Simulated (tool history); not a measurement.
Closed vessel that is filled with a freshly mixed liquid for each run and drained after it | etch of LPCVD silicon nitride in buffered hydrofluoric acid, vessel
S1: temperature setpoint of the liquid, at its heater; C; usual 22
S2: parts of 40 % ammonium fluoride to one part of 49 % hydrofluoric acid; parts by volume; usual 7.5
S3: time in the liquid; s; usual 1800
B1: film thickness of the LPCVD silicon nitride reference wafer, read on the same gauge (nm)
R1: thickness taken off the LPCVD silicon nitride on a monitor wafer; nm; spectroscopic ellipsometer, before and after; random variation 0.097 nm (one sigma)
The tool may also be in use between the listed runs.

run	day	S1	S2	S3	B1	R1
1	0	22	7.5	1800	129.99	26.62
2	0.825	22	7.5	1800	129.97	26.24
3	2.267	22	7.5	1800	129.99	26.34
4	3.475	22	7.5	1800	129.99	26.36
# day 3.562: gauge calibrated
5	4.004	22	7.5	1800	130.02	26.28
6	4.946	22	7.5	1800	130.01	26.28
7	5.758	22	7.5	1800	130	26.41
8	6.504	22	7.5	1800	129.98	26.31
9	7.808	18.5	8.5	780	130	8.16
10	8.371	22	7.5	1800	129.99	26.47
11	8.946	19	5	1085	129.99	19.19
# day 9.596: hydrofluoric acid flow meter replaced
12	10.375	18	10.5	1800	130.03	15.45
# day 11.029: thermometer replaced
13	11.492	19.5	7.5	1800	129.99	23.11
14	12.242	25.5	7.5	1100	130	19.44
15	12.846	22	7.5	1800	129.98	26.36
# day 13.004: gauge calibrated
16	14.312	19	10.5	1800	130.01	16.4
17	18.017	22	7.5	1800	130.02	26.39

Forecast each of these 4 alternatives for the next run:
A	18.062	22	7.5	1800	?	?
B	18.062	22	7.5	1050	?	?
C	18.062	22	7.5	1500	?	?
D	18.062	22	7.5	860	?	?

run	B1	R1
A	130.01	26.35
B	130.01	15.37
C	130.01	21.96
D	130.01	12.59
Without the tool's hidden state the same runs would have given:
run	R1
A	26.35
B	15.37
C	21.96
D	12.59
